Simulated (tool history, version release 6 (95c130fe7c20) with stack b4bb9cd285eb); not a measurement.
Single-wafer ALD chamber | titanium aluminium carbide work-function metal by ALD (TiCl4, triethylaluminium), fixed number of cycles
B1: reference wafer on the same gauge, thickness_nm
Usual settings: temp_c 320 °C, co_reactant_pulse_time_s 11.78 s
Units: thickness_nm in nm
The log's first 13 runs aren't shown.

run 14 hour=372.9 | temp_c=320 co_reactant_pulse_time_s=11.78 | B1=2.211 | thickness_nm=2.291
run 15 hour=401.5 | temp_c=311 co_reactant_pulse_time_s=15.11 | B1=2.210 | thickness_nm=2.248
run 16 hour=434.1 | temp_c=320 co_reactant_pulse_time_s=11.78 | B1=2.209 | thickness_nm=2.298
run 17 hour=460.2 | temp_c=320 co_reactant_pulse_time_s=7.26 | B1=2.208 | thickness_nm=2.249
run 18 hour=493.6 | temp_c=320 co_reactant_pulse_time_s=11.78 | B1=2.208 | thickness_nm=2.290
run 19 hour=506.9 | temp_c=320 co_reactant_pulse_time_s=11.78 | B1=2.209 | thickness_nm=2.296
run 20 hour=532.5 | temp_c=310 co_reactant_pulse_time_s=8.98 | B1=2.211 | thickness_nm=2.190
run 21 hour=557.6 | temp_c=305 co_reactant_pulse_time_s=13.97 | B1=2.209 | thickness_nm=2.183
run 22 hour=583.2 | temp_c=329 co_reactant_pulse_time_s=13.98 | B1=2.209 | thickness_nm=2.383
run 23 hour=606.8 | temp_c=307 co_reactant_pulse_time_s=11.78 | B1=2.211 | thickness_nm=2.187
run 24 hour=630.1 | temp_c=320 co_reactant_pulse_time_s=11.78 | B1=2.211 | thickness_nm=2.298
run 25 hour=646.0 | temp_c=328 co_reactant_pulse_time_s=11.78 | B1=2.210 | thickness_nm=2.356
run 26 hour=667.7 | temp_c=333 co_reactant_pulse_time_s=13.95 | B1=2.208 | thickness_nm=2.395
run 27 hour=692.7 | temp_c=331 co_reactant_pulse_time_s=13.41 | B1=2.210 | thickness_nm=2.386
-- hour=704.2 gauge calibrated
-- hour=706.1 showerhead replaced
run 28 hour=706.6 | temp_c=316 co_reactant_pulse_time_s=10.19 | B1=2.210 | thickness_nm=2.255
run 29 hour=736.4 | temp_c=320 co_reactant_pulse_time_s=11.78 | B1=2.210 | thickness_nm=2.283
run 30 hour=763.7 | temp_c=332 co_reactant_pulse_time_s=13.46 | B1=2.207 | thickness_nm=2.384
run 31 hour=799.5 | temp_c=320 co_reactant_pulse_time_s=14.00 | B1=2.209 | thickness_nm=2.308
run 32 hour=819.1 | temp_c=320 co_reactant_pulse_time_s=11.78 | B1=2.210 | thickness_nm=2.288
run 33 hour=842.3 | temp_c=320 co_reactant_pulse_time_s=11.78 | B1=2.210 | thickness_nm=2.281
run 34 hour=916.9 | temp_c=331 co_reactant_pulse_time_s=14.51 | B1=2.212 | thickness_nm=2.394

Forecast each of these 3 alternatives for the next run:
run A hour=917.3 | temp_c=320 co_reactant_pulse_time_s=11.78 | B1=? | thickness_nm=?
run B hour=917.3 | temp_c=326 co_reactant_pulse_time_s=8.91 | B1=? | thickness_nm=?
run C hour=917.3 | temp_c=333 co_reactant_pulse_time_s=11.78 | B1=? | thickness_nm=?

run=A B1=2.210 thickness_nm=2.288
run=B B1=2.210 thickness_nm=2.309
run=C B1=2.210 thickness_nm=2.395
Without the tool's hidden state the same runs would have given:
run=A thickness_nm=2.302
run=B thickness_nm=2.324
run=C thickness_nm=2.410
